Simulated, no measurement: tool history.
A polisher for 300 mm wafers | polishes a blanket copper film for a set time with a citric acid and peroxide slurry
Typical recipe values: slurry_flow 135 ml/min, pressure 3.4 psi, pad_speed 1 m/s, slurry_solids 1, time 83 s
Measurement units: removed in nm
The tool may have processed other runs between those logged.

run,hour,slurry_flow,pressure,pad_speed,slurry_solids,time,"incoming thickness of the incoming film, nm",removed
1,0,135,3.4,1,1,83,1060.8,214.6
# hour 39.2: slurry nozzle cleaned
2,55,135,3.4,1,1,83,1065.5,218.1
3,101.2,135,3.4,1,1,83,1070.2,217.8
# hour 161.4: slurry blender recalibrated
4,190.9,135,3.4,1,1,83,1050.2,218.8
# hour 254: worn pad replaced by a new one
5,291,135,3.4,1,1,83,1051.4,218.6
6,374.6,135,3.4,1,1,83,1050.7,217.2
# hour 401.6: head pressure recalibrated
7,447.6,135,3.1,1,1,83,1079.6,200.8
8,506,135,4.5,1,1.1,83,1072,273.1
9,612.6,135,3.4,0.78,0.75,83,1061.3,168
10,667.1,120,4.5,0.72,1,68,1068.5,164.4
11,746.7,95,3.4,0.82,0.7,64,1076.9,119.8
12,784.5,135,3.4,0.8,0.75,83,1065.4,170.6
# hour 875: slurry nozzle cleaned
13,880.7,135,2.4,1.1,1.25,71,1061.8,169
# hour 904.5: slurry blender recalibrated
14,939,135,3.4,1,1,83,1054,214.6
15,1024.7,155,4,1,1,83,1066.7,250.4
# hour 1048.5: worn pad replaced by a new one
16,1115.9,135,3.8,0.76,1,83,1064.6,189.2
17,1211,135,4.5,1,1.1,83,1066.7,263.1
# hour 1246.5: head pressure recalibrated
18,1281,135,3.4,1,1,83,1057.3,216.5
19,1479.9,180,3.4,0.74,1.15,83,1060.2,187.8
# hour 1536.2: slurry nozzle cleaned
20,1554,135,3.4,0.78,0.75,83,1064.5,167.7
# hour 1564.4: slurry blender recalibrated
21,1632.1,150,3.4,1,1,83,1061.5,219
22,1735.7,115,3.4,1,1,83,1080.3,207.8
23,1841.5,135,3.4,1.16,1.1,83,1071.4,250
# hour 1868.8: worn pad replaced by a new one
# hour 1895.5: head pressure recalibrated
24,1906,100,3.4,1,1,83,1062.4,197.7
25,1989.6,150,3.4,1.14,1.2,64,1070.7,198.8
26,2072.6,95,3.4,0.86,1.1,83,1068.6,179.6
27,2166.8,135,3.4,1,1,83,1060.9,213
28,2203.4,135,3.1,1,1,111,1064.3,274.6
# hour 2219.2: slurry blender recalibrated
29,2240.6,135,3.4,1,0.9,83,1059.9,213.4
30,2324.9,135,3.4,0.78,1,83,1073.9,182.4

Here are 4 independent what-if runs from the current tool condition. What would each one return?
A,2325.4,135,3,1,1,83,1055.3,?
B,2325.4,110,3.4,0.88,1,83,1055.3,?
C,2325.4,170,3.9,0.84,1.25,83,1055.3,?
D,2325.4,135,3.4,1.18,1.1,83,1055.3,?

run,removed
A,200.1
B,186.8
C,228.2
D,253.6
Stripped of hidden state, with their random variation kept, the same runs would have yielded:
run,removed
A,200.1
B,186.8
C,228.2
D,253.6
